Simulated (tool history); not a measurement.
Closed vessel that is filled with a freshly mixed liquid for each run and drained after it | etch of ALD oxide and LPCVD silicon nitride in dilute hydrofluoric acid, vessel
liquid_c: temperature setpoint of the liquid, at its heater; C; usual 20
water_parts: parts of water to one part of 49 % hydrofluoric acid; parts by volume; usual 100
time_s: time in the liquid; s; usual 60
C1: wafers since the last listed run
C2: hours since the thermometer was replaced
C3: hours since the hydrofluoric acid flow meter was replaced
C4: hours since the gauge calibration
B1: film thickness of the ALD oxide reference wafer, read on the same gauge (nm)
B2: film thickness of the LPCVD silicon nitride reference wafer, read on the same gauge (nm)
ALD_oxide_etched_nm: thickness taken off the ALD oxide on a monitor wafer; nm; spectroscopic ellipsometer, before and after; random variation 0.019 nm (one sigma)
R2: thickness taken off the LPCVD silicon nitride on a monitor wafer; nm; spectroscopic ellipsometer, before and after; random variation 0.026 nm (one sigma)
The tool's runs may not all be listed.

Run 1, day 0: usual settings; C1 0; C2 2403.2; C3 440.8; C4 40.9; B1 30.02; B2 129.994. Result: ALD_oxide_etched_nm 6.09 nm, R2 0.199 nm.
Run 2, day 0.367: usual settings; C1 1176; C2 2412; C3 449.6; C4 49.7; B1 30.01; B2 130.015. Result: ALD_oxide_etched_nm 6.07 nm, R2 0.207 nm.
Run 3, day 0.975: usual settings but liquid_c 19 C, water_parts 120 parts by volume; C1 1952; C2 2426.6; C3 464.2; C4 64.3; B1 30; B2 130.004. Result: ALD_oxide_etched_nm 4.75 nm, R2 0.116 nm.
Run 4, day 1.375: usual settings; C1 1283; C2 2436.2; C3 473.8; C4 73.9; B1 30.02; B2 130.007. Result: ALD_oxide_etched_nm 6.11 nm, R2 0.173 nm.
Run 5, day 1.704: usual settings; C1 1056; C2 2444.1; C3 481.7; C4 81.8; B1 29.99; B2 130.013. Result: ALD_oxide_etched_nm 6.1 nm, R2 0.162 nm.
Run 6, day 2.358: usual settings; C1 2099; C2 2459.8; C3 497.4; C4 97.5; B1 30.01; B2 129.998. Result: ALD_oxide_etched_nm 6.14 nm, R2 0.183 nm.
Run 7, day 2.75: usual settings but time_s 40 s; C1 1256; C2 2469.2; C3 506.8; C4 106.9; B1 30; B2 129.992. Result: ALD_oxide_etched_nm 4.07 nm, R2 0.126 nm.
At day 2.933: thermometer replaced.
Run 8, day 3.358: usual settings but water_parts 120 parts by volume; C1 1818; C2 10.2; C3 521.4; C4 121.5; B1 29.99; B2 130.007. Result: ALD_oxide_etched_nm 5.56 nm, R2 0.187 nm.
At day 3.792: gauge calibrated.
Run 9, day 4.004: usual settings but water_parts 75 parts by volume; C1 2072; C2 25.7; C3 536.9; C4 5.1; B1 30.01; B2 129.98. Result: ALD_oxide_etched_nm 9.37 nm, R2 0.285 nm.
At day 4.25: hydrofluoric acid flow meter replaced.
Run 10, day 4.508: usual settings but water_parts 75 parts by volume; C1 1484; C2 37.8; C3 6.2; C4 17.2; B1 30.01; B2 129.997. Result: ALD_oxide_etched_nm 8.79 nm, R2 0.284 nm.
Run 11, day 5.075: usual settings; C1 1818; C2 51.4; C3 19.8; C4 30.8; B1 30.02; B2 130.034. Result: ALD_oxide_etched_nm 6.37 nm, R2 0.213 nm.
Run 12, day 5.471: usual settings; C1 1270; C2 60.9; C3 29.3; C4 40.3; B1 30; B2 130.009. Result: ALD_oxide_etched_nm 6.41 nm, R2 0.214 nm.
Run 13, day 6.154: usual settings but liquid_c 23.5 C, time_s 35 s; C1 2193; C2 77.3; C3 45.7; C4 56.7; B1 29.98; B2 130.015. Result: ALD_oxide_etched_nm 4.32 nm, R2 0.16 nm.
Run 14, day 6.45: usual settings but liquid_c 17 C, water_parts 120 parts by volume, time_s 45 s; C1 949; C2 84.4; C3 52.8; C4 63.8; B1 29.99; B2 129.983. Result: ALD_oxide_etched_nm 3.47 nm, R2 0.109 nm.
Run 15, day 6.942: usual settings but water_parts 125 parts by volume, time_s 50 s; C1 1577; C2 96.2; C3 64.6; C4 75.6; B1 29.99; B2 130.011. Result: ALD_oxide_etched_nm 4.16 nm, R2 0.149 nm.
Run 16, day 7.283: usual settings but water_parts 125 parts by volume, time_s 50 s; C1 1096; C2 104.4; C3 72.8; C4 83.8; B1 30.02; B2 129.997. Result: ALD_oxide_etched_nm 4.17 nm, R2 0.14 nm.
Run 17, day 7.546: usual settings; C1 842; C2 110.7; C3 79.1; C4 90.1; B1 30.01; B2 129.987. Result: ALD_oxide_etched_nm 6.4 nm, R2 0.24 nm.
Run 18, day 7.892: usual settings but time_s 75 s; C1 1109; C2 119; C3 87.4; C4 98.4; B1 30; B2 129.996. Result: ALD_oxide_etched_nm 8.06 nm, R2 0.244 nm.
Run 19, day 8.529: usual settings but water_parts 80 parts by volume, time_s 80 s; C1 2045; C2 134.3; C3 102.7; C4 113.7; B1 29.97; B2 129.985. Result: ALD_oxide_etched_nm 10.99 nm, R2 0.352 nm.
Run 20, day 8.846: usual settings but time_s 30 s; C1 1016; C2 141.9; C3 110.3; C4 121.3; B1 30; B2 129.962. Result: ALD_oxide_etched_nm 3.24 nm, R2 0.113 nm.
Run 21, day 9.208: usual settings but liquid_c 17 C, water_parts 55 parts by volume, time_s 95 s; C1 1163; C2 150.6; C3 119; C4 130; B1 29.99; B2 130.015. Result: ALD_oxide_etched_nm 17.27 nm, R2 0.474 nm.
Run 22, day 9.458: usual settings; C1 802; C2 156.6; C3 125; C4 136; B1 30.01; B2 130.001. Result: ALD_oxide_etched_nm 6.47 nm, R2 0.245 nm.

Forecast each of these 3 alternatives for the next run:
Run A, day 9.488: usual settings but time_s 70 s; C1 93; C2 157.3; C3 125.7; C4 136.7; B1 ?; B2 ?. Result: ALD_oxide_etched_nm ?, R2 ?.
Run B, day 9.488: usual settings but water_parts 140 parts by volume; C1 93; C2 157.3; C3 125.7; C4 136.7; B1 ?; B2 ?. Result: ALD_oxide_etched_nm ?, R2 ?.
Run C, day 9.488: usual settings but liquid_c 18 C, time_s 80 s; C1 93; C2 157.3; C3 125.7; C4 136.7; B1 ?; B2 ?. Result: ALD_oxide_etched_nm ?, R2 ?.

run  B1       B2  ALD_oxide_etched_nm     R2
  A  30  129.992                 7.57  0.265
  B  30  129.992                 4.44  0.164
  C  30  129.992                 7.96  0.264
Without the tool's hidden state the same runs would have given:
run  ALD_oxide_etched_nm     R2
  A                 7.53  0.268
  B                 4.41  0.165
  C                 7.92  0.267
